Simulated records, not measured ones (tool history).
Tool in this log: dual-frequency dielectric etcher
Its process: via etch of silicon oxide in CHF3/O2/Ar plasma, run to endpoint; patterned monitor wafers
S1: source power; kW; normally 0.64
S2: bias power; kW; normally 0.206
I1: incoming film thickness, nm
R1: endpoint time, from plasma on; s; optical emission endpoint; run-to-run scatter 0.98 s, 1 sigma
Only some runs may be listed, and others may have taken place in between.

run 1 hour=0 | S1=0.64 S2=0.206 | I1=580.5 | R1=265.4
run 2 hour=71.4 | S1=0.64 S2=0.206 | I1=571.4 | R1=260.8
run 3 hour=128.6 | S1=0.64 S2=0.206 | I1=586.2 | R1=264.3
run 4 hour=178.6 | S1=0.64 S2=0.206 | I1=578.5 | R1=262.8
run 5 hour=236.9 | S1=0.64 S2=0.206 | I1=580.5 | R1=259.5
-- hour=268.8 upper electrode replaced, of another model than before
run 6 hour=287.3 | S1=0.64 S2=0.206 | I1=572.2 | R1=257.1
-- hour=329.8 wet clean of the chamber
run 7 hour=342.4 | S1=0.64 S2=0.206 | I1=581.9 | R1=268.7
run 8 hour=383.6 | S1=0.76 S2=0.219 | I1=582.1 | R1=237.8
run 9 hour=415 | S1=0.51 S2=0.182 | I1=576.6 | R1=324.4
run 10 hour=439.6 | S1=0.64 S2=0.206 | I1=579.6 | R1=265.8
-- hour=453.2 source power generator calibrated
run 11 hour=506.9 | S1=0.74 S2=0.235 | I1=585.3 | R1=235.1
-- hour=554.3 bias power generator calibrated
run 12 hour=558.4 | S1=0.64 S2=0.206 | I1=578.7 | R1=263.4
run 13 hour=599.3 | S1=0.77 S2=0.192 | I1=580.7 | R1=239
run 14 hour=653.9 | S1=0.51 S2=0.175 | I1=580.3 | R1=326.2
run 15 hour=689.2 | S1=0.64 S2=0.206 | I1=583.5 | R1=265.5
run 16 hour=724.5 | S1=0.48 S2=0.171 | I1=575.2 | R1=341.1

5 ways to go on from here, each from the tool as it stands after run 16. What would each give?
run A hour=725 | S1=0.64 S2=0.206 | I1=577.9 | R1=?
run B hour=725 | S1=0.64 S2=0.169 | I1=577.9 | R1=?
run C hour=725 | S1=0.59 S2=0.254 | I1=577.9 | R1=?
run D hour=725 | S1=0.72 S2=0.159 | I1=577.9 | R1=?
run E hour=725 | S1=0.51 S2=0.186 | I1=577.9 | R1=?

run=A R1=260.7
run=B R1=272.5
run=C R1=262.4
run=D R1=255
run=E R1=318
Take away the tool's hidden state, keep each run's random variation, and the runs would have read:
run=A R1=266.4
run=B R1=278.4
run=C R1=268.1
run=D R1=260.6
run=E R1=324.9

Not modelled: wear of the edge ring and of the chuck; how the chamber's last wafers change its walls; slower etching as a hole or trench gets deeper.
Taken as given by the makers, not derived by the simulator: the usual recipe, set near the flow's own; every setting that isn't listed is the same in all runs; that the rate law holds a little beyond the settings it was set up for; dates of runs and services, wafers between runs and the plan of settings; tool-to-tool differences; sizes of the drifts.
